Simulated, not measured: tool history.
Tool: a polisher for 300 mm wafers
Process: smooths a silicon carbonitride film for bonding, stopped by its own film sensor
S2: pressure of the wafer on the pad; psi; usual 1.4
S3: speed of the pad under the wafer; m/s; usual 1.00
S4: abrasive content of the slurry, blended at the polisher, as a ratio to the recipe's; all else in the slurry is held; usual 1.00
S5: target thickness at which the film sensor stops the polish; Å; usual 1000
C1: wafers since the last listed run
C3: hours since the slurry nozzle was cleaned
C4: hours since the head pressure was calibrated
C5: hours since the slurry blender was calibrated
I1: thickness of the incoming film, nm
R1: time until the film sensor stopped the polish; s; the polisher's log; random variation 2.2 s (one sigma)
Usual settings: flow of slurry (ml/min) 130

{"run": 1, "day": 0.0, "flow of slurry (ml/min)": 130, "S2": 1.4, "S3": 1.0, "S4": 1.0, "S5": 1000, "C1": 0, "wafers polished on this pad": 682, "C3": 182.0, "C4": 1176.5, "C5": 102.0, "I1": 119.5, "R1": 137.3}
{"run": 2, "day": 2.017, "flow of slurry (ml/min)": 130, "S2": 1.4, "S3": 1.0, "S4": 1.0, "S5": 1000, "C1": 313, "wafers polished on this pad": 995, "C3": 230.4, "C4": 1224.9, "C5": 150.4, "I1": 120.2, "R1": 143.9}
{"day": 2.925, "done": "slurry blender recalibrated"}
{"day": 3.862, "done": "worn pad replaced by a new one"}
{"run": 3, "day": 4.392, "flow of slurry (ml/min)": 130, "S2": 1.4, "S3": 1.0, "S4": 1.0, "S5": 1000, "C1": 329, "wafers polished on this pad": 81, "C3": 287.4, "C4": 1281.9, "C5": 35.2, "I1": 119.7, "R1": 126.9}
{"run": 4, "day": 7.233, "flow of slurry (ml/min)": 130, "S2": 1.4, "S3": 1.0, "S4": 1.0, "S5": 1000, "C1": 441, "wafers polished on this pad": 522, "C3": 355.6, "C4": 1350.1, "C5": 103.4, "I1": 119.0, "R1": 131.6}
{"run": 5, "day": 8.488, "flow of slurry (ml/min)": 130, "S2": 1.4, "S3": 1.0, "S4": 1.0, "S5": 1000, "C1": 194, "wafers polished on this pad": 717, "C3": 385.7, "C4": 1380.2, "C5": 133.5, "I1": 119.8, "R1": 143.0}
{"day": 10.025, "done": "slurry blender recalibrated"}
{"run": 6, "day": 10.35, "flow of slurry (ml/min)": 130, "S2": 1.4, "S3": 1.0, "S4": 1.0, "S5": 1000, "C1": 276, "wafers polished on this pad": 993, "C3": 430.4, "C4": 1424.9, "C5": 7.8, "I1": 118.2, "R1": 125.1}
{"run": 7, "day": 11.871, "flow of slurry (ml/min)": 115, "S2": 1.4, "S3": 1.0, "S4": 1.0, "S5": 1000, "C1": 236, "wafers polished on this pad": 1229, "C3": 466.9, "C4": 1461.4, "C5": 44.3, "I1": 121.4, "R1": 155.2}
{"day": 12.042, "done": "worn pad replaced by a new one"}
{"run": 8, "day": 13.346, "flow of slurry (ml/min)": 115, "S2": 1.4, "S3": 1.0, "S4": 1.0, "S5": 1000, "C1": 203, "wafers polished on this pad": 202, "C3": 502.3, "C4": 1496.8, "C5": 79.7, "I1": 121.9, "R1": 147.0}
{"day": 14.492, "done": "head pressure recalibrated"}
{"day": 16.7, "done": "slurry blender recalibrated"}
{"run": 9, "day": 17.883, "flow of slurry (ml/min)": 115, "S2": 1.4, "S3": 1.0, "S4": 1.0, "S5": 1000, "C1": 678, "wafers polished on this pad": 881, "C3": 611.2, "C4": 81.4, "C5": 28.4, "I1": 120.2, "R1": 158.1}
{"run": 10, "day": 20.146, "flow of slurry (ml/min)": 130, "S2": 1.4, "S3": 1.0, "S4": 1.0, "S5": 1000, "C1": 351, "wafers polished on this pad": 1232, "C3": 665.5, "C4": 135.7, "C5": 82.7, "I1": 120.1, "R1": 149.9}
{"day": 20.496, "done": "worn pad replaced by a new one"}
{"run": 11, "day": 22.392, "flow of slurry (ml/min)": 130, "S2": 1.6, "S3": 0.84, "S4": 0.85, "S5": 960, "C1": 322, "wafers polished on this pad": 294, "C3": 719.4, "C4": 189.6, "C5": 136.6, "I1": 121.2, "R1": 192.2}
{"run": 12, "day": 24.204, "flow of slurry (ml/min)": 130, "S2": 1.8, "S3": 1.0, "S4": 1.0, "S5": 940, "C1": 281, "wafers polished on this pad": 575, "C3": 762.9, "C4": 233.1, "C5": 180.1, "I1": 118.2, "R1": 139.1}
{"day": 25.246, "done": "slurry blender recalibrated"}
{"run": 13, "day": 26.704, "flow of slurry (ml/min)": 130, "S2": 1.4, "S3": 1.0, "S4": 1.0, "S5": 1000, "C1": 375, "wafers polished on this pad": 951, "C3": 822.9, "C4": 293.1, "C5": 35.0, "I1": 119.1, "R1": 140.1}
{"day": 27.421, "done": "slurry nozzle cleaned"}
{"run": 14, "day": 28.9, "flow of slurry (ml/min)": 130, "S2": 1.4, "S3": 1.0, "S4": 1.15, "S5": 1000, "C1": 334, "wafers polished on this pad": 1285, "C3": 35.5, "C4": 345.8, "C5": 87.7, "I1": 119.8, "R1": 134.3}
{"day": 29.338, "done": "worn pad replaced by a new one"}
{"run": 15, "day": 30.046, "flow of slurry (ml/min)": 130, "S2": 1.4, "S3": 1.12, "S4": 1.0, "S5": 970, "C1": 151, "wafers polished on this pad": 109, "C3": 63.0, "C4": 373.3, "C5": 115.2, "I1": 119.7, "R1": 143.7}
{"day": 33.008, "done": "slurry blender recalibrated"}
{"run": 16, "day": 33.042, "flow of slurry (ml/min)": 145, "S2": 1.4, "S3": 1.0, "S4": 1.0, "S5": 1000, "C1": 452, "wafers polished on this pad": 562, "C3": 134.9, "C4": 445.2, "C5": 0.8, "I1": 119.9, "R1": 134.5}
{"run": 17, "day": 35.85, "flow of slurry (ml/min)": 130, "S2": 1.4, "S3": 1.0, "S4": 1.0, "S5": 1000, "C1": 435, "wafers polished on this pad": 998, "C3": 202.3, "C4": 512.6, "C5": 68.2, "I1": 118.8, "R1": 139.0}
{"day": 36.079, "done": "worn pad replaced by a new one"}
{"run": 18, "day": 38.208, "flow of slurry (ml/min)": 145, "S2": 1.4, "S3": 0.76, "S4": 0.9, "S5": 1060, "C1": 340, "wafers polished on this pad": 330, "C3": 258.9, "C4": 569.2, "C5": 124.8, "I1": 119.9, "R1": 119.3}
{"run": 19, "day": 39.233, "flow of slurry (ml/min)": 130, "S2": 1.4, "S3": 1.32, "S4": 0.7, "S5": 1000, "C1": 159, "wafers polished on this pad": 489, "C3": 283.5, "C4": 593.8, "C5": 149.4, "I1": 118.7, "R1": 128.7}

Forecast each of these 3 alternatives for the next run:
{"run": "A", "day": 39.254, "flow of slurry (ml/min)": 130, "S2": 1.4, "S3": 1.0, "S4": 1.0, "S5": 1020, "C1": 3, "wafers polished on this pad": 492, "C3": 284.0, "C4": 594.3, "C5": 149.9, "I1": 118.8, "R1": "?"}
{"run": "B", "day": 39.254, "flow of slurry (ml/min)": 130, "S2": 1.4, "S3": 0.68, "S4": 1.0, "S5": 1000, "C1": 3, "wafers polished on this pad": 492, "C3": 284.0, "C4": 594.3, "C5": 149.9, "I1": 118.8, "R1": "?"}
{"run": "C", "day": 39.254, "flow of slurry (ml/min)": 130, "S2": 1.2, "S3": 1.0, "S4": 1.2, "S5": 1000, "C1": 3, "wafers polished on this pad": 492, "C3": 284.0, "C4": 594.3, "C5": 149.9, "I1": 118.8, "R1": "?"}

run=A R1=116.0
run=B R1=170.9
run=C R1=139.5
Without the tool's hidden state the same runs would have given:
run=A R1=116.7
run=B R1=171.9
run=C R1=140.3

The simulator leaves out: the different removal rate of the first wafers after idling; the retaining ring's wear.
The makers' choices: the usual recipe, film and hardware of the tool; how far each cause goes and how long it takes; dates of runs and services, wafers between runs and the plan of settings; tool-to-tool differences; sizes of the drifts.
